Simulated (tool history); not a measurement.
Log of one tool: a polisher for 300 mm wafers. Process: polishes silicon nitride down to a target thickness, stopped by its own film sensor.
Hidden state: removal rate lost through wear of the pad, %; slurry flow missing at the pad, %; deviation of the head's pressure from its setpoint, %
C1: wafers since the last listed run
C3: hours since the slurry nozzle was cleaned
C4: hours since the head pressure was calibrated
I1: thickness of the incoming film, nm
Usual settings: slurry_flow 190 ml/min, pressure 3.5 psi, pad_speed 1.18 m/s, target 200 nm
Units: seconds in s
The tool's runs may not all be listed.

Run 1, hour 0: usual settings but pressure 2.9 psi; C1 0; wafers polished on this pad 2427; C3 115.7; C4 940.3; I1 384.1. Result: seconds 79.7 s.
Run 2, hour 48.8: usual settings but slurry_flow 165 ml/min, target 244 nm; C1 547; wafers polished on this pad 2974; C3 164.5; C4 989.1; I1 390.1. Result: seconds 56.7 s.
Run 3, hour 90.5: usual settings; C1 467; wafers polished on this pad 3442; C3 206.2; C4 1030.8; I1 389.8. Result: seconds 71.9 s.
At hour 221.1: worn pad replaced by a new one.
At hour 257.4: slurry nozzle cleaned.
Run 4, hour 265.5: usual settings; C1 1907; wafers polished on this pad 486; C3 8.1; C4 1205.8; I1 392.6. Result: seconds 70.8 s.
At hour 278.6: head pressure recalibrated.
Run 5, hour 290.4: usual settings; C1 256; wafers polished on this pad 743; C3 33; C4 11.8; I1 393.3. Result: seconds 77.5 s.
Run 6, hour 430.2: usual settings but target 182 nm; C1 1568; wafers polished on this pad 2312; C3 172.8; C4 151.6; I1 399. Result: seconds 87.1 s.
Run 7, hour 487.1: usual settings but target 182 nm; C1 638; wafers polished on this pad 2950; C3 229.7; C4 208.5; I1 389.2. Result: seconds 82.2 s.
Run 8, hour 542.9: usual settings but target 182 nm; C1 626; wafers polished on this pad 3577; C3 285.5; C4 264.3; I1 385.3. Result: seconds 82.7 s.
Run 9, hour 604.4: usual settings but slurry_flow 145 ml/min; C1 690; wafers polished on this pad 4267; C3 347; C4 325.8; I1 393.1. Result: seconds 80.1 s.
Run 10, hour 633.5: usual settings but slurry_flow 145 ml/min; C1 326; wafers polished on this pad 4593; C3 376.1; C4 354.9; I1 389.7. Result: seconds 78.5 s.
At hour 654.8: worn pad replaced by a new one.
At hour 682.9: slurry nozzle cleaned.
Run 11, hour 690.5: usual settings but slurry_flow 145 ml/min; C1 583; wafers polished on this pad 388; C3 7.6; C4 411.9; I1 393.2. Result: seconds 77.1 s.
Run 12, hour 721.7: usual settings; C1 350; wafers polished on this pad 739; C3 38.8; C4 443.1; I1 387.6. Result: seconds 73.2 s.
Run 13, hour 761.3: usual settings; C1 444; wafers polished on this pad 1183; C3 78.4; C4 482.7; I1 390.6. Result: seconds 74.1 s.
Run 14, hour 827.3: usual settings; C1 740; wafers polished on this pad 1924; C3 144.4; C4 548.7; I1 385.5. Result: seconds 72.3 s.
Run 15, hour 862: usual settings but pad_speed 1.36 m/s; C1 389; wafers polished on this pad 2313; C3 179.1; C4 583.4; I1 386.7. Result: seconds 64.7 s.
Run 16, hour 921.6: usual settings but pad_speed 1.36 m/s; C1 668; wafers polished on this pad 2982; C3 238.7; C4 643; I1 390.7. Result: seconds 68.2 s.
Run 17, hour 992: usual settings but pad_speed 1.36 m/s; C1 790; wafers polished on this pad 3772; C3 309.1; C4 713.4; I1 390.8. Result: seconds 68 s.
Run 18, hour 1022.3: usual settings but slurry_flow 205 ml/min, pressure 4.2 psi, pad_speed 0.86 m/s, target 217 nm; C1 340; wafers polished on this pad 4112; C3 339.4; C4 743.7; I1 388.8. Result: seconds 68.3 s.
At hour 1048.4: worn pad replaced by a new one.
Run 19, hour 1075.7: usual settings but pressure 3.9 psi; C1 554; wafers polished on this pad 306; C3 392.8; C4 797.1; I1 386.1. Result: seconds 64.6 s.
Run 20, hour 1117.2: usual settings but target 155 nm; C1 465; wafers polished on this pad 771; C3 434.3; C4 838.6; I1 386.2. Result: seconds 86.3 s.
At hour 1121.5: slurry nozzle cleaned.
Run 21, hour 1186.1: usual settings but pad_speed 1.5 m/s; C1 761; wafers polished on this pad 1533; C3 64.6; C4 907.5; I1 388.3. Result: seconds 61 s.
Run 22, hour 1240.1: usual settings but pad_speed 0.98 m/s; C1 605; wafers polished on this pad 2139; C3 118.6; C4 961.5; I1 391.3. Result: seconds 80.7 s.
Run 23, hour 1283.6: usual settings but slurry_flow 240 ml/min; C1 488; wafers polished on this pad 2627; C3 162.1; C4 1005; I1 383. Result: seconds 66.9 s.
Run 24, hour 1345.9: usual settings but pad_speed 1.54 m/s; C1 699; wafers polished on this pad 3327; C3 224.4; C4 1067.3; I1 393.1. Result: seconds 62.3 s.
Run 25, hour 1383.3: usual settings but slurry_flow 210 ml/min, pressure 4.5 psi, pad_speed 1.38 m/s; C1 419; wafers polished on this pad 3746; C3 261.8; C4 1104.7; I1 391.3. Result: seconds 54 s.
Run 26, hour 1446.4: usual settings but slurry_flow 125 ml/min, pad_speed 1.42 m/s, target 173 nm; C1 708; wafers polished on this pad 4454; C3 324.9; C4 1167.8; I1 383.1. Result: seconds 75.4 s.
Run 27, hour 1496.8: usual settings but pressure 4.2 psi, pad_speed 0.86 m/s, target 232 nm; C1 565; wafers polished on this pad 5020; C3 375.3; C4 1218.2; I1 391.5. Result: seconds 62.6 s.
At hour 1514.9: head pressure recalibrated.
At hour 1542: worn pad replaced by a new one.
At hour 1547.2: slurry nozzle cleaned.
Run 28, hour 1553: usual settings but slurry_flow 225 ml/min, pad_speed 1.4 m/s; C1 552; wafers polished on this pad 111; C3 5.8; C4 38.1; I1 387.1. Result: seconds 67.8 s.
Run 29, hour 1596.8: usual settings but pad_speed 1.4 m/s; C1 491; wafers polished on this pad 603; C3 49.6; C4 81.9; I1 387.8. Result: seconds 69 s.
Run 30, hour 1652.5: usual settings but target 155 nm; C1 625; wafers polished on this pad 1228; C3 105.3; C4 137.6; I1 391.1. Result: seconds 96.1 s.
Run 31, hour 1695.2: usual settings but slurry_flow 160 ml/min, pressure 4.3 psi, pad_speed 1.58 m/s, target 233 nm; C1 479; wafers polished on this pad 1707; C3 148; C4 180.3; I1 390.8. Result: seconds 47.2 s.
Run 32, hour 1734: usual settings but slurry_flow 150 ml/min, target 177 nm; C1 435; wafers polished on this pad 2142; C3 186.8; C4 219.1; I1 391.2. Result: seconds 90.2 s.
Run 33, hour 1777.6: usual settings; C1 489; wafers polished on this pad 2632; C3 230.4; C4 262.7; I1 383.6. Result: seconds 74.7 s.
Run 34, hour 1802.8: usual settings; C1 282; wafers polished on this pad 2914; C3 255.6; C4 287.9; I1 387.5. Result: seconds 76.1 s.
Run 35, hour 1853.8: usual settings; C1 572; wafers polished on this pad 3487; C3 306.6; C4 338.9; I1 395.7. Result: seconds 79.2 s.
Run 36, hour 1910.6: usual settings but slurry_flow 250 ml/min, pressure 4.3 psi; C1 637; wafers polished on this pad 4124; C3 363.4; C4 395.7; I1 394.6. Result: seconds 66.4 s.
Run 37, hour 1947.7: usual settings but pad_speed 0.8 m/s, target 244 nm; C1 416; wafers polished on this pad 4541; C3 400.5; C4 432.8; I1 392.4. Result: seconds 74.8 s.
Run 38, hour 2014.6: usual settings but slurry_flow 125 ml/min, pressure 2.6 psi; C1 750; wafers polished on this pad 5291; C3 467.4; C4 499.7; I1 389.6. Result: seconds 101.4 s.

Some steps in seconds between neighbouring runs. How much of each would the tool show without its hidden state too (settings, what came in, random variation), and how much is left for the hidden state, with any gauge scatter that isn't in both results?
Run 4 -> 5: head pressure recalibrated. seconds +6.7 s: hidden state +6.6, all else +0.1.
Run 10 -> 11: worn pad replaced by a new one, slurry nozzle cleaned. seconds -1.4 s: hidden state -3.6, all else +2.2.
Run 27 -> 28: slurry_flow 190 -> 225, pressure 4.2 -> 3.5, pad_speed 0.86 -> 1.4, target 232 -> 200, head pressure recalibrated, worn pad replaced by a new one, slurry nozzle cleaned. seconds +5.2 s: hidden state +4.7, all else +0.5.
Run 29 -> 30: pad_speed 1.4 -> 1.18, target 200 -> 155. seconds +27.1 s: hidden state +0.7, all else +26.4.
Run 30 -> 31: slurry_flow 190 -> 160, pressure 3.5 -> 4.3, pad_speed 1.18 -> 1.58, target 155 -> 233. seconds -48.9 s: hidden state -1.2, all else -47.7.
Run 31 -> 32: slurry_flow 160 -> 150, pressure 4.3 -> 3.5, pad_speed 1.58 -> 1.18, target 233 -> 177. seconds +43 s: hidden state +1.2, all else +41.8.
